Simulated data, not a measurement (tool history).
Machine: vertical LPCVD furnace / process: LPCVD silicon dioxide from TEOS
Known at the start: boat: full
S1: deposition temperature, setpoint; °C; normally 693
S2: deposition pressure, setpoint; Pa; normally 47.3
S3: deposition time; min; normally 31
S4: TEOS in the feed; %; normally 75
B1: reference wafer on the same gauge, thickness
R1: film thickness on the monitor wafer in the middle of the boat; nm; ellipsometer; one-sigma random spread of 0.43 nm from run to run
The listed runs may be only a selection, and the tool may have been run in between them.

run	day	S1	S2	S3	S4	B1	R1
1	0	693	47.3	31	75	256.43	214.83
2	1.225	693	47.3	31	75	256.72	215.56
3	2.233	693	47.3	31	75	256.86	215.62
4	3.088	693	47.3	31	68	256.95	205.05
5	4.362	693	47.3	31	68	257.25	205.35
# day 4.9: gauge calibrated
6	5.708	693	47.3	31	85	254.96	227.86
# day 6.75: thermocouples replaced and temperature profile calibrated
# day 7.004: pressure gauge zeroed
7	7.025	693	47.3	31	85	255.24	227.42
8	7.192	693	47.3	31	85	255.17	227.24
9	8.175	693	47.3	31	85	255.4	227.92
10	9	693	36.7	31	75	255.51	188.55
# day 10.221: TEOS flow controller replaced
11	10.346	698	47.3	42	75	255.7	326.82
12	10.912	693	47.3	31	75	255.87	214.17
13	11.679	686	39.3	43	75	256.05	229.75
14	12.962	683	52	27	66	256.17	144.71
15	13.592	693	40.7	31	75	256.28	199.96
16	14.65	693	54.7	31	75	256.38	231.64
17	15.2	693	47.3	31	75	256.66	214.46

Each row is a separate what-if for the run after 17, all from the same tool condition, not one after another. Results?
A	15.371	693	47.3	41	75	?	?
B	15.371	687	47.3	31	68	?	?
C	15.371	693	42	20.5	75	?	?

run	B1	R1
A	256.61	284.42
B	256.61	177.57
C	256.61	133.96
Had the tool no hidden state, the same runs would have come out as:
run	R1
A	282.64
B	176.46
C	133.12

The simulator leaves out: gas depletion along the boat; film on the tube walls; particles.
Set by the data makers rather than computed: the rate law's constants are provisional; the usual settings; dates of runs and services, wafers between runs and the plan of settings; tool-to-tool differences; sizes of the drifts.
